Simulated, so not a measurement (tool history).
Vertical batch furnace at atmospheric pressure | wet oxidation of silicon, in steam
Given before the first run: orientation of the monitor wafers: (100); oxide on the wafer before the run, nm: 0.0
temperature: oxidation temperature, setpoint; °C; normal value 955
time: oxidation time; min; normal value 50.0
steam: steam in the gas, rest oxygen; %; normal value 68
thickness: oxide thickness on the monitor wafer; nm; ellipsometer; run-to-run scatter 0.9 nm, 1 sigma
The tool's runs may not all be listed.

run,day,temperature,time,steam,"read-back reference wafer on the same gauge, thickness",thickness
1,0.000,965,50.0,68,184.97,212.72
2,2.075,965,50.0,68,185.08,213.63
3,4.204,937,50.0,64,185.21,149.54
4,6.196,937,50.0,64,185.04,149.65
5,8.688,955,50.0,68,184.94,193.77
6,11.208,955,50.0,68,185.02,192.20
7,13.896,955,59.5,68,184.93,223.25
8,15.325,955,59.5,68,185.06,222.06
9,17.029,955,59.5,68,184.91,222.50
10,18.700,955,50.0,68,184.99,193.79
11,21.638,972,50.0,68,185.12,228.91
# day 23.733: thermocouples replaced and temperature profile calibrated
12,23.754,972,50.0,68,185.13,219.95
13,24.058,972,50.0,68,185.03,220.77
14,25.667,960,50.0,68,185.09,194.74
15,28.200,960,50.0,68,184.94,193.29
16,29.988,955,59.5,68,184.83,213.60
17,31.417,955,39.0,63,184.74,140.44
18,33.921,955,33.5,68,185.20,131.00
19,36.429,955,50.0,68,185.10,183.36
20,39.083,955,50.0,68,184.89,185.44
# day 45.817: gauge calibrated
21,46.625,942,50.0,68,185.07,159.17
22,49.229,955,50.0,65,185.11,177.05
# day 50.446: steam generator serviced
23,50.467,955,33.5,63,184.98,123.24
24,52.621,962,32.5,60,184.90,124.24
25,55.546,948,42.0,59,184.93,131.80
26,57.954,955,50.0,56,185.17,156.41
27,59.346,955,57.0,72,185.24,217.16
28,60.742,955,57.0,72,185.04,215.48
29,62.200,963,64.0,68,185.03,244.76
30,66.658,962,67.0,77,185.23,279.24

Here are 3 independent what-if runs from the current tool condition. What would each one return?
A,66.842,955,50.0,68,?,?
B,66.842,947,26.5,62,?,?
C,66.842,955,50.0,76,?,?

run,"read-back reference wafer on the same gauge, thickness",thickness
A,184.81,186.71
B,184.81,90.39
C,184.81,204.62
Without the tool's hidden state the same runs would have given:
run,thickness
A,185.14
B,89.51
C,202.94
